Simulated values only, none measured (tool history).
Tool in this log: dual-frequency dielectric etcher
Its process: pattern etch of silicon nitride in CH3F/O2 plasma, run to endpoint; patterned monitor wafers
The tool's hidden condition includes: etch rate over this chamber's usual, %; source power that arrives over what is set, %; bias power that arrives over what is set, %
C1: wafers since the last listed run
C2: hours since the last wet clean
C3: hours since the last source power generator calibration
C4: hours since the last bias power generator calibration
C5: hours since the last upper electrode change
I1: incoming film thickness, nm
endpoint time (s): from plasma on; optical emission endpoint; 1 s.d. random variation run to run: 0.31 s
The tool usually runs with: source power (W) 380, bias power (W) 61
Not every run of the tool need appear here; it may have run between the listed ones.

{"run": 1, "hour": 0.0, "source power (W)": 320, "bias power (W)": 61, "C1": 0, "C2": 103.4, "C3": 1546.7, "C4": 1196.0, "C5": 3139.5, "I1": 92.0, "endpoint time (s)": 107.4}
{"run": 2, "hour": 49.8, "source power (W)": 320, "bias power (W)": 61, "C1": 404, "C2": 153.2, "C3": 1596.5, "C4": 1245.8, "C5": 3189.3, "I1": 92.8, "endpoint time (s)": 107.6}
{"run": 3, "hour": 65.1, "source power (W)": 440, "bias power (W)": 68, "C1": 124, "C2": 168.5, "C3": 1611.8, "C4": 1261.1, "C5": 3204.6, "I1": 92.2, "endpoint time (s)": 90.1}
{"run": 4, "hour": 78.7, "source power (W)": 440, "bias power (W)": 68, "C1": 110, "C2": 182.1, "C3": 1625.4, "C4": 1274.7, "C5": 3218.2, "I1": 91.8, "endpoint time (s)": 89.8}
{"run": 5, "hour": 89.4, "source power (W)": 440, "bias power (W)": 68, "C1": 86, "C2": 192.8, "C3": 1636.1, "C4": 1285.4, "C5": 3228.9, "I1": 91.7, "endpoint time (s)": 89.8}
{"run": 6, "hour": 104.5, "source power (W)": 380, "bias power (W)": 61, "C1": 122, "C2": 207.9, "C3": 1651.2, "C4": 1300.5, "C5": 3244.0, "I1": 93.3, "endpoint time (s)": 101.7}
{"run": 7, "hour": 154.5, "source power (W)": 380, "bias power (W)": 61, "C1": 405, "C2": 257.9, "C3": 1701.2, "C4": 1350.5, "C5": 3294.0, "I1": 92.5, "endpoint time (s)": 100.5}
{"run": 8, "hour": 161.5, "source power (W)": 380, "bias power (W)": 61, "C1": 56, "C2": 264.9, "C3": 1708.2, "C4": 1357.5, "C5": 3301.0, "I1": 93.0, "endpoint time (s)": 100.3}
{"run": 9, "hour": 209.4, "source power (W)": 380, "bias power (W)": 61, "C1": 388, "C2": 312.8, "C3": 1756.1, "C4": 1405.4, "C5": 3348.9, "I1": 92.5, "endpoint time (s)": 99.7}
{"run": 10, "hour": 225.7, "source power (W)": 380, "bias power (W)": 61, "C1": 132, "C2": 329.1, "C3": 1772.4, "C4": 1421.7, "C5": 3365.2, "I1": 92.0, "endpoint time (s)": 99.3}
{"run": 11, "hour": 242.3, "source power (W)": 380, "bias power (W)": 61, "C1": 134, "C2": 345.7, "C3": 1789.0, "C4": 1438.3, "C5": 3381.8, "I1": 92.4, "endpoint time (s)": 99.7}
{"hour": 262.6, "done": "source power generator calibrated"}
{"hour": 280.2, "done": "upper electrode replaced"}
{"run": 12, "hour": 280.7, "source power (W)": 420, "bias power (W)": 61, "C1": 136, "C2": 384.1, "C3": 18.1, "C4": 1476.7, "C5": 0.5, "I1": 92.0, "endpoint time (s)": 94.9}
{"run": 13, "hour": 281.1, "source power (W)": 420, "bias power (W)": 61, "C1": 3, "C2": 384.5, "C3": 18.5, "C4": 1477.1, "C5": 0.9, "I1": 92.6, "endpoint time (s)": 96.2}
{"run": 14, "hour": 282.7, "source power (W)": 340, "bias power (W)": 61, "C1": 12, "C2": 386.1, "C3": 20.1, "C4": 1478.7, "C5": 2.5, "I1": 92.4, "endpoint time (s)": 103.1}
{"run": 15, "hour": 288.8, "source power (W)": 340, "bias power (W)": 61, "C1": 49, "C2": 392.2, "C3": 26.2, "C4": 1484.8, "C5": 8.6, "I1": 91.4, "endpoint time (s)": 102.0}
{"run": 16, "hour": 300.1, "source power (W)": 340, "bias power (W)": 61, "C1": 91, "C2": 403.5, "C3": 37.5, "C4": 1496.1, "C5": 19.9, "I1": 92.8, "endpoint time (s)": 103.3}
{"run": 17, "hour": 313.3, "source power (W)": 320, "bias power (W)": 52, "C1": 107, "C2": 416.7, "C3": 50.7, "C4": 1509.3, "C5": 33.1, "I1": 92.5, "endpoint time (s)": 115.2}
{"run": 18, "hour": 328.9, "source power (W)": 380, "bias power (W)": 61, "C1": 126, "C2": 432.3, "C3": 66.3, "C4": 1524.9, "C5": 48.7, "I1": 91.8, "endpoint time (s)": 98.5}
{"run": 19, "hour": 336.4, "source power (W)": 410, "bias power (W)": 66, "C1": 60, "C2": 439.8, "C3": 73.8, "C4": 1532.4, "C5": 56.2, "I1": 93.2, "endpoint time (s)": 92.7}
{"run": 20, "hour": 349.8, "source power (W)": 380, "bias power (W)": 61, "C1": 108, "C2": 453.2, "C3": 87.2, "C4": 1545.8, "C5": 69.6, "I1": 92.8, "endpoint time (s)": 98.9}
{"hour": 374.9, "done": "wet clean of the chamber"}
{"run": 21, "hour": 375.4, "source power (W)": 380, "bias power (W)": 57, "C1": 12, "C2": 0.5, "C3": 112.8, "C4": 1571.4, "C5": 95.2, "I1": 92.5, "endpoint time (s)": 105.7}
{"run": 22, "hour": 376.1, "source power (W)": 480, "bias power (W)": 61, "C1": 5, "C2": 1.2, "C3": 113.5, "C4": 1572.1, "C5": 95.9, "I1": 92.8, "endpoint time (s)": 93.6}
{"hour": 385.9, "done": "bias power generator calibrated"}
{"run": 23, "hour": 389.1, "source power (W)": 330, "bias power (W)": 61, "C1": 73, "C2": 14.2, "C3": 126.5, "C4": 3.2, "C5": 108.9, "I1": 92.8, "endpoint time (s)": 109.0}
{"run": 24, "hour": 405.0, "source power (W)": 450, "bias power (W)": 74, "C1": 129, "C2": 30.1, "C3": 142.4, "C4": 19.1, "C5": 124.8, "I1": 93.1, "endpoint time (s)": 88.7}
{"run": 25, "hour": 422.5, "source power (W)": 350, "bias power (W)": 56, "C1": 142, "C2": 47.6, "C3": 159.9, "C4": 36.6, "C5": 142.3, "I1": 91.7, "endpoint time (s)": 110.9}

Run 26 comes next. What will it give?
{"run": 26, "hour": 432.1, "source power (W)": 380, "bias power (W)": 61, "C1": 77, "C2": 57.2, "C3": 169.5, "C4": 46.2, "C5": 151.9, "I1": 92.9, "endpoint time (s)": "?"}

Run 26 came out at endpoint time (s) 103.6.
The same run, on a tool lacking any hidden state, would have yielded endpoint time (s) 105.3.
